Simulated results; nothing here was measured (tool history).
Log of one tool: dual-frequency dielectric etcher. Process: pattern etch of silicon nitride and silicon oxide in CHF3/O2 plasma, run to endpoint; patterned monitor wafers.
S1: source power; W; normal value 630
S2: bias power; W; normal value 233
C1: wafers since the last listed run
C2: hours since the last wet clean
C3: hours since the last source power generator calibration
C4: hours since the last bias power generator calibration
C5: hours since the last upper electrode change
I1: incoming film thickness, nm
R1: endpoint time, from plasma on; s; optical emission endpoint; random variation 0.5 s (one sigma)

run 1 hour=0.0 | S1=630 S2=233 | C1=0 C2=143.9 C3=3353.2 C4=1471.8 C5=4984.0 | I1=269.5 | R1=170.5
run 2 hour=52.7 | S1=630 S2=233 | C1=261 C2=196.6 C3=3405.9 C4=1524.5 C5=5036.7 | I1=269.2 | R1=169.4
run 3 hour=155.1 | S1=630 S2=233 | C1=508 C2=299.0 C3=3508.3 C4=1626.9 C5=5139.1 | I1=267.0 | R1=170.0
run 4 hour=186.9 | S1=630 S2=233 | C1=157 C2=330.8 C3=3540.1 C4=1658.7 C5=5170.9 | I1=268.8 | R1=172.1
run 5 hour=220.6 | S1=630 S2=233 | C1=167 C2=364.5 C3=3573.8 C4=1692.4 C5=5204.6 | I1=266.0 | R1=168.1
-- hour=274.9 wet clean of the chamber
run 6 hour=275.4 | S1=630 S2=233 | C1=153 C2=0.5 C3=3628.6 C4=1747.2 C5=5259.4 | I1=270.7 | R1=168.4
run 7 hour=311.1 | S1=630 S2=233 | C1=177 C2=36.2 C3=3664.3 C4=1782.9 C5=5295.1 | I1=267.8 | R1=167.0
run 8 hour=342.0 | S1=630 S2=201 | C1=153 C2=67.1 C3=3695.2 C4=1813.8 C5=5326.0 | I1=271.6 | R1=177.3
run 9 hour=384.1 | S1=630 S2=233 | C1=209 C2=109.2 C3=3737.3 C4=1855.9 C5=5368.1 | I1=266.9 | R1=167.6
run 10 hour=415.9 | S1=630 S2=233 | C1=157 C2=141.0 C3=3769.1 C4=1887.7 C5=5399.9 | I1=266.9 | R1=168.1
run 11 hour=459.7 | S1=630 S2=233 | C1=217 C2=184.8 C3=3812.9 C4=1931.5 C5=5443.7 | I1=269.7 | R1=170.0
-- hour=482.2 bias power generator calibrated
run 12 hour=649.9 | S1=670 S2=233 | C1=925 C2=375.0 C3=4003.1 C4=167.7 C5=5633.9 | I1=269.1 | R1=166.7
-- hour=656.7 source power generator calibrated
-- hour=687.7 wet clean of the chamber
run 13 hour=688.2 | S1=670 S2=233 | C1=51 C2=0.5 C3=31.5 C4=206.0 C5=5672.2 | I1=267.2 | R1=162.5
run 14 hour=753.5 | S1=580 S2=233 | C1=324 C2=65.8 C3=96.8 C4=271.3 C5=5737.5 | I1=270.1 | R1=175.5
run 15 hour=788.3 | S1=720 S2=276 | C1=172 C2=100.6 C3=131.6 C4=306.1 C5=5772.3 | I1=267.7 | R1=150.1
run 16 hour=821.7 | S1=630 S2=233 | C1=165 C2=134.0 C3=165.0 C4=339.5 C5=5805.7 | I1=265.3 | R1=167.0
run 17 hour=863.7 | S1=720 S2=201 | C1=208 C2=176.0 C3=207.0 C4=381.5 C5=5847.7 | I1=267.5 | R1=165.2
run 18 hour=909.5 | S1=470 S2=193 | C1=227 C2=221.8 C3=252.8 C4=427.3 C5=5893.5 | I1=268.4 | R1=204.9

Estimate the outcome of run 19 from the log above:
run 19 hour=951.0 | S1=720 S2=283 | C1=206 C2=263.3 C3=294.3 C4=468.8 C5=5935.0 | I1=270.3 | R1=?

Run 19 produced R1 151.7 s.
Had the tool carried no hidden state, the very same run would have given R1 149.3 s.

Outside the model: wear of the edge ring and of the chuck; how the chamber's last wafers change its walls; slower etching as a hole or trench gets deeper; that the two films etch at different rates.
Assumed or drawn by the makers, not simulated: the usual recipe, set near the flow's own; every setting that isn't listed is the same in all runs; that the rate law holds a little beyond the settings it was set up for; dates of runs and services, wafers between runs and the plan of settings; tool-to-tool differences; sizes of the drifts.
